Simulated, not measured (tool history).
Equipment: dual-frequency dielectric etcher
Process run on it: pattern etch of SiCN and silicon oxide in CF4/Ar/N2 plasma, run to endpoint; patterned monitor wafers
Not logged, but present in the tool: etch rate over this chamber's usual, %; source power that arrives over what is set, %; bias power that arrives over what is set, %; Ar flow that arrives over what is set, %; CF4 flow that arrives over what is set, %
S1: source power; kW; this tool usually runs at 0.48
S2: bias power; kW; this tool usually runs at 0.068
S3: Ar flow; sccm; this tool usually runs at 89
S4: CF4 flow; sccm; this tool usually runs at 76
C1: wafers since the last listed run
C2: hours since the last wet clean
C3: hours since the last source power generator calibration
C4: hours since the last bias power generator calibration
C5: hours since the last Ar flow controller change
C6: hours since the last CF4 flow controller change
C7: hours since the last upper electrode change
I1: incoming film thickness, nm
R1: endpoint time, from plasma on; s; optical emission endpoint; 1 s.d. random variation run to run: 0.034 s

| run | hour | S1 | S2 | S3 | S4 | C1 | C2 | C3 | C4 | C5 | C6 | C7 | I1 | R1 |
|---|---|---|---|---|---|---|---|---|---|---|---|---|---|---|
| 1 | 0 | 0.48 | 0.068 | 89 | 76 | 0 | 43.2 | 3868.5 | 567.4 | 4555.9 | 1142.2 | 1665.3 | 10.07 | 10.5 |
| 2 | 103.4 | 0.48 | 0.068 | 89 | 76 | 1595 | 146.6 | 3971.9 | 670.8 | 4659.3 | 1245.6 | 1768.7 | 10.1 | 10.4 |
| 3 | 203.3 | 0.48 | 0.068 | 89 | 76 | 1541 | 246.5 | 4071.8 | 770.7 | 4759.2 | 1345.5 | 1868.6 | 10.08 | 10.3 |
| 4 | 279.9 | 0.48 | 0.068 | 89 | 76 | 1182 | 323.1 | 4148.4 | 847.3 | 4835.8 | 1422.1 | 1945.2 | 10.08 | 10.3 |
| 5 | 343.6 | 0.48 | 0.068 | 89 | 76 | 983 | 386.8 | 4212.1 | 911 | 4899.5 | 1485.8 | 2008.9 | 10.1 | 10.3 |
| 6 | 441.4 | 0.48 | 0.068 | 89 | 76 | 1509 | 484.6 | 4309.9 | 1008.8 | 4997.3 | 1583.6 | 2106.7 | 10.04 | 10.1 |
| 7 | 540 | 0.48 | 0.068 | 89 | 76 | 1521 | 583.2 | 4408.5 | 1107.4 | 5095.9 | 1682.2 | 2205.3 | 10.08 | 10.1 |
|  | 619 | wet clean of the chamber |
|  | 743 | CF4 flow controller replaced |
| 8 | 832.3 | 0.48 | 0.059 | 89 | 76 | 4048 | 213.3 | 4700.8 | 1399.7 | 5388.2 | 89.3 | 2497.6 | 10.09 | 10.9 |
| 9 | 874 | 0.48 | 0.059 | 89 | 76 | 643 | 255 | 4742.5 | 1441.4 | 5429.9 | 131 | 2539.3 | 10.02 | 10.9 |
|  | 913.4 | Ar flow controller replaced |
|  | 924.3 | source power generator calibrated |
| 10 | 938.7 | 0.48 | 0.068 | 89 | 62 | 844 | 319.7 | 14.4 | 1506.1 | 25.3 | 195.7 | 2604 | 10.12 | 10.8 |
| 11 | 1013.2 | 0.48 | 0.057 | 89 | 93 | 1149 | 394.2 | 88.9 | 1580.6 | 99.8 | 270.2 | 2678.5 | 10.06 | 10.5 |
| 12 | 1101 | 0.48 | 0.055 | 89 | 83 | 1354 | 482 | 176.7 | 1668.4 | 187.6 | 358 | 2766.3 | 10.09 | 10.9 |
| 13 | 1185.1 | 0.4 | 0.056 | 89 | 63 | 1297 | 566.1 | 260.8 | 1752.5 | 271.7 | 442.1 | 2850.4 | 10.07 | 14 |
|  | 1252.2 | wet clean of the chamber |
| 14 | 1264.3 | 0.48 | 0.068 | 89 | 76 | 851 | 12.1 | 340 | 1831.7 | 350.9 | 521.3 | 2929.6 | 10.07 | 10.5 |
| 15 | 1370 | 0.4 | 0.068 | 72 | 64 | 1631 | 117.8 | 445.7 | 1937.4 | 456.6 | 627 | 3035.3 | 10.03 | 13.1 |
| 16 | 1538.1 | 0.4 | 0.068 | 104 | 76 | 2594 | 285.9 | 613.8 | 2105.5 | 624.7 | 795.1 | 3203.4 | 10.17 | 13.2 |
|  | 1603.1 | bias power generator calibrated |
| 17 | 1612.6 | 0.38 | 0.068 | 89 | 76 | 1088 | 360.4 | 688.3 | 9.5 | 699.2 | 869.6 | 3277.9 | 10.14 | 13.7 |
| 18 | 1720.2 | 0.48 | 0.068 | 89 | 76 | 1660 | 468 | 795.9 | 117.1 | 806.8 | 977.2 | 3385.5 | 10.17 | 10.3 |
| 19 | 1790.6 | 0.37 | 0.077 | 71 | 59 | 1086 | 538.4 | 866.3 | 187.5 | 877.2 | 1047.6 | 3455.9 | 10.09 | 13.6 |
|  | 1831.8 | wet clean of the chamber |
|  | 1899.8 | upper electrode replaced |
| 20 | 1900.3 | 0.48 | 0.06 | 95 | 76 | 952 | 68.5 | 976 | 297.2 | 986.9 | 1157.3 | 0.5 | 10.06 | 11 |
| 21 | 1950.2 | 0.48 | 0.068 | 89 | 76 | 770 | 118.4 | 1025.9 | 347.1 | 1036.8 | 1207.2 | 50.4 | 10.07 | 10.5 |
| 22 | 2056.5 | 0.48 | 0.068 | 71 | 93 | 1640 | 224.7 | 1132.2 | 453.4 | 1143.1 | 1313.5 | 156.7 | 10.03 | 9.7 |
| 23 | 2370.1 | 0.48 | 0.068 | 89 | 76 | 4839 | 538.3 | 1445.8 | 767 | 1456.7 | 1627.1 | 470.3 | 10.08 | 10.2 |
|  | 2397.1 | wet clean of the chamber |
| 24 | 2444.9 | 0.4 | 0.08 | 89 | 76 | 783 | 47.8 | 1520.6 | 841.8 | 1531.5 | 1701.9 | 545.1 | 10.23 | 12.3 |
|  | 2507.9 | CF4 flow controller replaced |
| 25 | 2508.5 | 0.48 | 0.068 | 89 | 76 | 888 | 111.4 | 1584.2 | 905.4 | 1595.1 | 0.6 | 608.7 | 10.12 | 10.5 |

Alternative continuations, all from the tool just after run 25; predict every row:
| A | 2508.9 | 0.48 | 0.068 | 89 | 76 | 6 | 111.8 | 1584.6 | 905.8 | 1595.5 | 1 | 609.1 | 10.17 | ? |
| B | 2508.9 | 0.48 | 0.068 | 89 | 67 | 6 | 111.8 | 1584.6 | 905.8 | 1595.5 | 1 | 609.1 | 10.17 | ? |
| C | 2508.9 | 0.37 | 0.078 | 89 | 64 | 6 | 111.8 | 1584.6 | 905.8 | 1595.5 | 1 | 609.1 | 10.17 | ? |

| run | R1 |
|---|---|
| A | 10.5 |
| B | 10.8 |
| C | 14.1 |
Without the tool's unlogged condition, the same runs would have read:
| run | R1 |
|---|---|
| A | 10.6 |
| B | 10.9 |
| C | 14.2 |
